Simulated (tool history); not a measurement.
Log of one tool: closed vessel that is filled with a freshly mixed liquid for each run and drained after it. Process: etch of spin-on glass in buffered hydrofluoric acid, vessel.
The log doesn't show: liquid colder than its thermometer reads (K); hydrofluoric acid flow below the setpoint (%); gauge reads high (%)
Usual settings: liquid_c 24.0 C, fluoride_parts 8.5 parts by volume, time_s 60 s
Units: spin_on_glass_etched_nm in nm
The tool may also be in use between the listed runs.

| run | hour | liquid_c | fluoride_parts | time_s | wafers since the last listed run | hours since the thermometer was replaced | hours since the hydrofluoric acid flow meter was replaced | hours since the gauge calibration | read-back film thickness of the spin-on glass reference wafer, read on the same gauge (nm) | spin_on_glass_etched_nm |
|---|---|---|---|---|---|---|---|---|---|---|
| 1 | 0.0 | 24.0 | 8.5 | 60 | 0 | 229.7 | 1031.3 | 820.4 | 69.99 | 140.74 |
| 2 | 55.8 | 24.0 | 8.5 | 60 | 4383 | 285.5 | 1087.1 | 876.2 | 69.98 | 140.28 |
| 3 | 85.1 | 24.0 | 8.5 | 60 | 2301 | 314.8 | 1116.4 | 905.5 | 69.94 | 139.68 |
| 4 | 156.0 | 24.0 | 11.5 | 60 | 5569 | 385.7 | 1187.3 | 976.4 | 70.03 | 108.10 |
| 5 | 188.3 | 24.0 | 11.5 | 60 | 2537 | 418.0 | 1219.6 | 1008.7 | 69.98 | 107.64 |
| 6 | 260.1 | 24.0 | 11.5 | 60 | 5640 | 489.8 | 1291.4 | 1080.5 | 70.00 | 107.24 |
| 7 | 321.3 | 25.0 | 8.5 | 60 | 4807 | 551.0 | 1352.6 | 1141.7 | 70.03 | 147.92 |
| 8 | 359.9 | 25.0 | 8.5 | 60 | 3032 | 589.6 | 1391.2 | 1180.3 | 70.00 | 148.12 |
| 9 | 411.1 | 25.0 | 8.5 | 60 | 4022 | 640.8 | 1442.4 | 1231.5 | 69.97 | 146.74 |
| 10 | 439.1 | 21.5 | 8.5 | 60 | 2199 | 668.8 | 1470.4 | 1259.5 | 69.95 | 121.10 |
| 11 | 508.6 | 21.5 | 8.5 | 60 | 5459 | 738.3 | 1539.9 | 1329.0 | 69.94 | 121.77 |
| 12 | 576.2 | 21.5 | 8.5 | 60 | 5310 | 805.9 | 1607.5 | 1396.6 | 69.99 | 121.40 |
|  | 594.6 | hydrofluoric acid flow meter replaced |
| 13 | 624.6 | 24.0 | 10.5 | 60 | 3723 | 854.3 | 30.0 | 1445.0 | 69.98 | 117.25 |
| 14 | 671.2 | 24.0 | 8.5 | 60 | 3660 | 900.9 | 76.6 | 1491.6 | 69.97 | 138.33 |
| 15 | 695.8 | 24.0 | 8.5 | 60 | 1932 | 925.5 | 101.2 | 1516.2 | 70.02 | 138.80 |
| 16 | 884.8 | 24.0 | 7.5 | 60 | 14848 | 1114.5 | 290.2 | 1705.2 | 69.97 | 157.88 |
|  | 931.9 | gauge calibrated |
| 17 | 941.9 | 20.5 | 10.0 | 80 | 4485 | 1171.6 | 347.3 | 10.0 | 70.01 | 132.70 |
| 18 | 1000.5 | 29.0 | 7.0 | 50 | 4603 | 1230.2 | 405.9 | 68.6 | 70.04 | 186.00 |
| 19 | 1044.6 | 24.0 | 6.0 | 45 | 3464 | 1274.3 | 450.0 | 112.7 | 69.95 | 146.34 |
|  | 1060.1 | thermometer replaced |
| 20 | 1102.2 | 20.0 | 8.5 | 60 | 4446 | 42.1 | 507.6 | 170.3 | 69.99 | 112.47 |
| 21 | 1139.1 | 24.0 | 8.5 | 40 | 2898 | 79.0 | 544.5 | 207.2 | 70.02 | 93.81 |
| 22 | 1205.6 | 24.0 | 11.5 | 60 | 5224 | 145.5 | 611.0 | 273.7 | 69.99 | 107.16 |
| 23 | 1249.6 | 27.5 | 11.0 | 60 | 3456 | 189.5 | 655.0 | 317.7 | 69.97 | 135.80 |
| 24 | 1291.3 | 24.0 | 8.5 | 60 | 3275 | 231.2 | 696.7 | 359.4 | 70.03 | 140.55 |
| 25 | 1330.9 | 24.0 | 8.5 | 60 | 3111 | 270.8 | 736.3 | 399.0 | 70.03 | 140.13 |
| 26 | 1383.9 | 24.0 | 5.0 | 60 | 4163 | 323.8 | 789.3 | 452.0 | 70.00 | 228.79 |

Forecast run 27:
| 27 | 1416.0 | 24.0 | 8.5 | 75 | 2521 | 355.9 | 821.4 | 484.1 | ? | ? |

Run 27 gave read-back film thickness of the spin-on glass reference wafer, read on the same gauge (nm) 70.02, spin_on_glass_etched_nm 174.76 nm.
Without the tool's hidden state the same run would have given spin_on_glass_etched_nm 176.09 nm.
